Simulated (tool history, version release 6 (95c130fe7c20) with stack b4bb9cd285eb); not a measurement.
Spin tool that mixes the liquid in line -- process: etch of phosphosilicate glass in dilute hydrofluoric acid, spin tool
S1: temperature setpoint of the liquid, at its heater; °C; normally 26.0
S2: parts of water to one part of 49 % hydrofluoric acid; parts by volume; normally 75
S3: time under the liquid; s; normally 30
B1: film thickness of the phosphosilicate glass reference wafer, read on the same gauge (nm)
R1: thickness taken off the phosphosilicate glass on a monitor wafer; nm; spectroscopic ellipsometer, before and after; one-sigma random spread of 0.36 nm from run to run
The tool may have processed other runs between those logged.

run 1 hour=0.0 | S1=26.0 S2=75 S3=45 | B1=70.00 | R1=95.64
run 2 hour=86.6 | S1=26.0 S2=75 S3=45 | B1=70.00 | R1=95.32
run 3 hour=156.9 | S1=26.0 S2=75 S3=45 | B1=69.98 | R1=95.21
run 4 hour=211.5 | S1=26.0 S2=55 S3=30 | B1=69.99 | R1=88.41
run 5 hour=295.4 | S1=26.0 S2=75 S3=30 | B1=70.02 | R1=61.71
run 6 hour=376.3 | S1=26.0 S2=75 S3=30 | B1=69.99 | R1=60.95
-- hour=386.1 hydrofluoric acid flow meter replaced
run 7 hour=418.5 | S1=26.0 S2=75 S3=30 | B1=70.02 | R1=64.46
run 8 hour=506.7 | S1=26.0 S2=100 S3=30 | B1=69.98 | R1=46.37
run 9 hour=571.4 | S1=26.0 S2=100 S3=30 | B1=70.00 | R1=45.34
run 10 hour=637.7 | S1=26.0 S2=75 S3=30 | B1=70.01 | R1=62.55
run 11 hour=699.4 | S1=26.0 S2=75 S3=30 | B1=69.99 | R1=62.62
run 12 hour=770.0 | S1=26.0 S2=75 S3=30 | B1=69.98 | R1=61.59
run 13 hour=813.6 | S1=26.0 S2=75 S3=30 | B1=69.98 | R1=61.48
run 14 hour=898.6 | S1=26.0 S2=75 S3=30 | B1=69.99 | R1=60.88
-- hour=910.7 thermometer replaced
run 15 hour=969.2 | S1=26.0 S2=75 S3=15 | B1=70.02 | R1=31.59
-- hour=1015.6 hydrofluoric acid flow meter replaced
run 16 hour=1061.0 | S1=22.5 S2=75 S3=45 | B1=69.99 | R1=86.05
run 17 hour=1107.3 | S1=24.0 S2=60 S3=15 | B1=69.99 | R1=39.09
run 18 hour=1190.6 | S1=26.0 S2=100 S3=25 | B1=69.98 | R1=39.32
run 19 hour=1241.9 | S1=31.0 S2=75 S3=30 | B1=69.99 | R1=78.71
-- hour=1252.0 gauge calibrated
run 20 hour=1323.6 | S1=28.0 S2=55 S3=40 | B1=69.98 | R1=129.57
run 21 hour=1432.9 | S1=26.0 S2=60 S3=30 | B1=69.98 | R1=80.23
run 22 hour=1470.1 | S1=26.0 S2=75 S3=30 | B1=69.99 | R1=62.85
run 23 hour=1552.2 | S1=24.5 S2=40 S3=45 | B1=70.00 | R1=173.85
-- hour=1640.8 hydrofluoric acid flow meter replaced
run 24 hour=1716.5 | S1=31.0 S2=90 S3=40 | B1=70.00 | R1=85.55
run 25 hour=1798.9 | S1=24.0 S2=90 S3=40 | B1=70.00 | R1=65.22
run 26 hour=1850.1 | S1=28.0 S2=55 S3=40 | B1=70.00 | R1=128.80
run 27 hour=1890.8 | S1=28.5 S2=75 S3=30 | B1=70.00 | R1=70.27
run 28 hour=1964.6 | S1=26.0 S2=75 S3=30 | B1=69.99 | R1=62.72
run 29 hour=2063.9 | S1=24.0 S2=90 S3=40 | B1=70.02 | R1=62.28
run 30 hour=2148.1 | S1=22.5 S2=75 S3=30 | B1=69.99 | R1=53.40
run 31 hour=2220.9 | S1=30.0 S2=50 S3=15 | B1=69.99 | R1=55.70
run 32 hour=2313.6 | S1=26.0 S2=75 S3=30 | B1=70.01 | R1=60.33
run 33 hour=2379.1 | S1=26.0 S2=75 S3=30 | B1=70.00 | R1=59.69

3 ways to go on from here, each from the tool as it stands after run 33. What would each give?
run A hour=2379.5 | S1=26.0 S2=75 S3=30 | B1=? | R1=?
run B hour=2379.5 | S1=26.0 S2=35 S3=35 | B1=? | R1=?
run C hour=2379.5 | S1=24.5 S2=75 S3=30 | B1=? | R1=?

run=A B1=70.01 R1=60.20
run=B B1=70.01 R1=159.28
run=C B1=70.01 R1=56.67
What these runs would have given with no unlogged condition in the tool:
run=A R1=68.27
run=B R1=180.38
run=C R1=64.30
